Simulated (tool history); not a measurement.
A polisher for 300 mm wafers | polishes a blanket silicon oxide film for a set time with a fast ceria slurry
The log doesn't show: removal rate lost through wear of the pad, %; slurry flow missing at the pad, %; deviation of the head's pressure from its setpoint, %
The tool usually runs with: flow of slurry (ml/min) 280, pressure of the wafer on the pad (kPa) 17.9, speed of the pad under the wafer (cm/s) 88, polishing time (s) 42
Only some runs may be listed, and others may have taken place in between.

run    hour  flow of slurry (ml/min)  pressure of the wafer on the pad (kPa)  speed of the pad under the wafer (cm/s)  polishing time (s)  wafers since the last listed run  wafers polished on this pad  hours since the slurry nozzle was cleaned  hours since the head pressure was calibrated  incoming thickness of the incoming film, nm  film removed (Å)
  1     0.0                      280                                    17.9                                       88                  42                                 0                         1342                                      429.0                                         321.2                                       2653.3              4820
  2    54.8                      280                                    17.9                                      104                  42                               632                         1974                                      483.8                                         376.0                                       2672.7              5343
  3   119.5                      280                                    17.9                                       88                  42                               747                         2722                                      548.5                                         440.7                                       2717.5              4836
      133.3  -- head pressure recalibrated
  4   153.3                      280                                    17.9                                       88                  42                               367                         3089                                      582.3                                          20.0                                       2676.4              4785
      181.4  -- slurry nozzle cleaned
  5   181.9                      280                                    17.9                                       88                  42                               318                         3407                                        0.5                                          48.6                                       2658.1              5028
  6   231.8                      280                                    17.9                                       74                  42                               576                         3984                                       50.4                                          98.5                                       2697.0              4495
  7   300.4                      280                                    17.9                                       88                  42                               792                         4776                                      119.0                                         167.1                                       2687.7              4985
  8   326.7                      280                                    17.9                                       88                  42                               303                         5080                                      145.3                                         193.4                                       2693.5              4939
      340.8  -- worn pad replaced by a new one
  9   491.6                      280                                    13.1                                       88                  42                              1857                         1740                                      310.2                                         358.3                                       2693.6              3536
      518.7  -- head pressure recalibrated
 10   541.7                      280                                    17.9                                       88                  32                               555                         2296                                      360.3                                          23.0                                       2675.8              3693
 11   586.0                      210                                    17.9                                       88                  42                               511                         2807                                      404.6                                          67.3                                       2681.8              4651
 12   638.8                      210                                    17.9                                       88                  42                               609                         3417                                      457.4                                         120.1                                       2690.4              4646
 13   664.2                      210                                    17.9                                       88                  42                               293                         3710                                      482.8                                         145.5                                       2657.1              4657
      741.9  -- slurry nozzle cleaned
 14   743.7                      280                                    17.9                                       88                  42                               906                         4617                                        1.8                                         225.0                                       2681.6              4993
      748.8  -- worn pad replaced by a new one
 15   938.6                      280                                    17.9                                       88                  42                              2204                         2191                                      196.7                                         419.9                                       2684.8              4873
      975.8  -- head pressure recalibrated
 16   994.3                      335                                    17.9                                       88                  34                               620                         2812                                      252.4                                          18.5                                       2724.5              4049
 17  1019.5                      280                                    15.2                                       88                  30                               290                         3103                                      277.6                                          43.7                                       2721.9              2952
 18  1072.5                      360                                    17.9                                       88                  42                               612                         3715                                      330.6                                          96.7                                       2712.2              4921
     1157.8  -- worn pad replaced by a new one
 19  1284.0                      360                                    22.8                                      108                  42                              2396                         1457                                      542.1                                         308.2                                       2691.6              7115
     1347.1  -- slurry nozzle cleaned
 20  1348.9                      280                                    20.7                                      116                  27                               737                         2195                                        1.8                                         373.1                                       2685.2              4459
     1371.2  -- head pressure recalibrated
 21  1413.1                      315                                    15.9                                       62                  30                               718                         2913                                       66.0                                          41.9                                       2691.9              2631
 22  1469.9                      280                                    17.9                                       88                  33                               655                         3569                                      122.8                                          98.7                                       2692.7              3901
 23  1510.0                      280                                    17.9                                       60                  42                               463                         4032                                      162.9                                         138.8                                       2700.8              3994
     1518.4  -- worn pad replaced by a new one
 24  1539.6                      280                                    17.9                                       88                  42                               295                          244                                      192.5                                         168.4                                       2679.0              4926
 25  1573.4                      280                                    17.9                                      116                  42                               390                          634                                      226.3                                         202.2                                       2695.1              5827
     1721.2  -- head pressure recalibrated
 26  1768.3                      280                                    17.9                                       88                  48                              2227                         2862                                      421.2                                          47.1                                       2726.5              5498
 27  1803.8                      250                                    15.2                                       88                  42                               409                         3271                                      456.7                                          82.6                                       2637.1              4030
 28  1862.1                      280                                    17.9                                       88                  42                               673                         3945                                      515.0                                         140.9                                       2708.0              4813
 29  1930.2                      280                                    17.9                                       88                  42                               786                         4731                                      583.1                                         209.0                                       2650.7              4810
     1971.5  -- slurry nozzle cleaned
 30  1977.2                      280                                    20.7                                       88                  29                               531                         5262                                        5.7                                         256.0                                       2679.6              4011
     1985.9  -- worn pad replaced by a new one
 31  2034.3                      280                                    17.9                                       88                  46                               613                          559                                       62.8                                         313.1                                       2693.6              5570

Below are 3 alternative next runs, each starting from the tool's condition after run 31. Predict each:
  A  2034.7                      280                                    17.9                                       88                  42                                 4                          564                                       63.2                                         313.5                                       2669.4                 ?
  B  2034.7                      220                                    17.9                                       88                  52                                 4                          564                                       63.2                                         313.5                                       2669.4                 ?
  C  2034.7                      180                                    20.7                                       88                  51                                 4                          564                                       63.2                                         313.5                                       2669.4                 ?

run  film removed (Å)
  A              5026
  B              6086
  C              6746
Take away the tool's hidden state, keep each run's random variation, and the runs would have read:
run  film removed (Å)
  A              5077
  B              6160
  C              6841
